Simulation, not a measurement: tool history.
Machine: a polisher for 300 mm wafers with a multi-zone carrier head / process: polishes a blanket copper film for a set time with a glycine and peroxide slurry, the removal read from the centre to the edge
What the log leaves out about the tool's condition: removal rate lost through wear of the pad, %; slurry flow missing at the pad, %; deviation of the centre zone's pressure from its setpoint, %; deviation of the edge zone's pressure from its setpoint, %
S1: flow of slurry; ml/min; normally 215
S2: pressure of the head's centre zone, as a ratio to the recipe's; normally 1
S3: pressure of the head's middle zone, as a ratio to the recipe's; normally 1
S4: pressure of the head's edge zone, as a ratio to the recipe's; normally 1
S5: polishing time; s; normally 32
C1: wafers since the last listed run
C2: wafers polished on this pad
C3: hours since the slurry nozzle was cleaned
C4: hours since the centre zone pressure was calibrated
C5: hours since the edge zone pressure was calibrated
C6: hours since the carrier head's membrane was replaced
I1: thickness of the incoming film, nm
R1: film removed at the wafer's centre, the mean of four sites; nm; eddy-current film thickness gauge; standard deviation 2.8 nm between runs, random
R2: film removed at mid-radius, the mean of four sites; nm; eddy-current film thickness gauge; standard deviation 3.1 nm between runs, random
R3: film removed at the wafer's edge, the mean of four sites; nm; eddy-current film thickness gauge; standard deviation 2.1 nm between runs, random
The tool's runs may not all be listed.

run 1 hour=0 | S1=215 S2=1 S3=1.09 S4=1 S5=36 | C1=0 C2=707 C3=43.5 C4=1052.4 C5=38.2 C6=676.7 | I1=1027.3 | R1=306.4 R2=324 R3=293
run 2 hour=84 | S1=215 S2=1 S3=1.09 S4=1 S5=36 | C1=641 C2=1348 C3=127.5 C4=1136.4 C5=122.2 C6=760.7 | I1=1048.6 | R1=309.9 R2=319.8 R3=294.5
-- hour=115.8 carrier head's membrane replaced by a new one
run 3 hour=143.9 | S1=215 S2=1.03 S3=1.07 S4=1 S5=32 | C1=419 C2=1768 C3=187.4 C4=1196.3 C5=182.1 C6=28.1 | I1=1048.2 | R1=288.6 R2=273 R3=257.7
run 4 hour=198.3 | S1=215 S2=1 S3=1 S4=1 S5=32 | C1=415 C2=2183 C3=241.8 C4=1250.7 C5=236.5 C6=82.5 | I1=1032.2 | R1=271.4 R2=256.7 R3=255.8
-- hour=245.4 centre zone pressure recalibrated
run 5 hour=468 | S1=215 S2=1 S3=1 S4=1.1 S5=40 | C1=2044 C2=4228 C3=511.5 C4=222.6 C5=506.2 C6=352.2 | I1=1017.6 | R1=296.4 R2=305.7 R3=315.2
-- hour=535.4 worn pad replaced by a new one
run 6 hour=555 | S1=185 S2=1 S3=1 S4=1.1 S5=32 | C1=633 C2=149 C3=598.5 C4=309.6 C5=593.2 C6=439.2 | I1=1035.6 | R1=258.2 R2=260.5 R3=277
-- hour=577 slurry nozzle cleaned
run 7 hour=618.1 | S1=215 S2=0.91 S3=1 S4=1 S5=32 | C1=474 C2=623 C3=41.1 C4=372.7 C5=656.3 C6=502.3 | I1=1028.3 | R1=243.9 R2=266.5 R3=267.8
run 8 hour=708.5 | S1=215 S2=1 S3=1 S4=1 S5=32 | C1=690 C2=1314 C3=131.5 C4=463.1 C5=746.7 C6=592.7 | I1=1011.1 | R1=259.9 R2=265.5 R3=260.9
-- hour=744.7 carrier head's membrane replaced by a new one
-- hour=749.4 edge zone pressure recalibrated
run 9 hour=757.9 | S1=215 S2=1 S3=1 S4=1 S5=32 | C1=323 C2=1638 C3=180.9 C4=512.5 C5=8.5 C6=13.2 | I1=1053.2 | R1=260.7 R2=259.5 R3=260.5
run 10 hour=858.1 | S1=185 S2=1 S3=1 S4=1 S5=32 | C1=765 C2=2403 C3=281.1 C4=612.7 C5=108.7 C6=113.4 | I1=1029.3 | R1=256.8 R2=254.8 R3=253.9
run 11 hour=1082.3 | S1=265 S2=1 S3=1 S4=1.05 S5=32 | C1=1712 C2=4115 C3=505.3 C4=836.9 C5=332.9 C6=337.6 | I1=1040 | R1=257.5 R2=255.6 R3=256.3
-- hour=1108.1 slurry nozzle cleaned
run 12 hour=1134.9 | S1=215 S2=1 S3=1 S4=1 S5=22 | C1=394 C2=4510 C3=26.8 C4=889.5 C5=385.5 C6=390.2 | I1=1037.1 | R1=174.5 R2=168.1 R3=169.1
-- hour=1141.4 worn pad replaced by a new one
run 13 hour=1182.6 | S1=190 S2=0.94 S3=1 S4=0.94 S5=38 | C1=333 C2=314 C3=74.5 C4=937.2 C5=433.2 C6=437.9 | I1=1026 | R1=306.8 R2=316 R3=306
run 14 hour=1245.9 | S1=215 S2=1 S3=1 S4=1 S5=32 | C1=483 C2=798 C3=137.8 C4=1000.5 C5=496.5 C6=501.2 | I1=1027.1 | R1=274.2 R2=268.2 R3=263
-- hour=1332.8 centre zone pressure recalibrated
run 15 hour=1338.9 | S1=215 S2=1.1 S3=1 S4=1 S5=32 | C1=695 C2=1493 C3=230.8 C4=6.1 C5=589.5 C6=594.2 | I1=1035.6 | R1=281.8 R2=258.9 R3=257
run 16 hour=1410.6 | S1=215 S2=1.1 S3=0.92 S4=1 S5=32 | C1=547 C2=2040 C3=302.5 C4=77.8 C5=661.2 C6=665.9 | I1=1015.4 | R1=278.3 R2=244.3 R3=254.1
-- hour=1421.5 carrier head's membrane replaced by a new one
run 17 hour=1457.9 | S1=215 S2=1.09 S3=1.1 S4=1.12 S5=38 | C1=323 C2=2363 C3=349.8 C4=125.1 C5=708.5 C6=36.4 | I1=1029.7 | R1=325.5 R2=331.9 R3=320.2
run 18 hour=1495.3 | S1=215 S2=1 S3=0.96 S4=1 S5=32 | C1=285 C2=2649 C3=387.2 C4=162.5 C5=745.9 C6=73.8 | I1=1033.9 | R1=250.4 R2=255.2 R3=254
-- hour=1527.5 edge zone pressure recalibrated
run 19 hour=1533.2 | S1=215 S2=0.97 S3=0.92 S4=1 S5=24 | C1=274 C2=2923 C3=425.1 C4=200.4 C5=5.7 C6=111.7 | I1=1019.7 | R1=180.1 R2=176.5 R3=191.8
-- hour=1628 slurry nozzle cleaned
run 20 hour=1710.3 | S1=215 S2=0.97 S3=0.92 S4=1 S5=24 | C1=1345 C2=4268 C3=82.3 C4=377.5 C5=182.8 C6=288.8 | I1=1042.9 | R1=177.9 R2=172.4 R3=183.1
-- hour=1724.7 worn pad replaced by a new one
run 21 hour=1785.1 | S1=215 S2=1.06 S3=1 S4=1 S5=41 | C1=540 C2=461 C3=157.1 C4=452.3 C5=257.6 C6=363.6 | I1=1032.1 | R1=369.5 R2=341.2 R3=340.5

Expected results for the next run?
run 22 hour=1865.6 | S1=215 S2=1.11 S3=1 S4=1 S5=32 | C1=614 C2=1076 C3=237.6 C4=532.8 C5=338.1 C6=444.1 | I1=1044 | R1=? R2=? R3=?

R1: 287.7 nm
R2: 263.8 nm
R3: 259.4 nm
Minus the tool's unlogged condition, the same run would have read R1 293.2 nm, R2 274.8 nm, R3 270.2 nm.
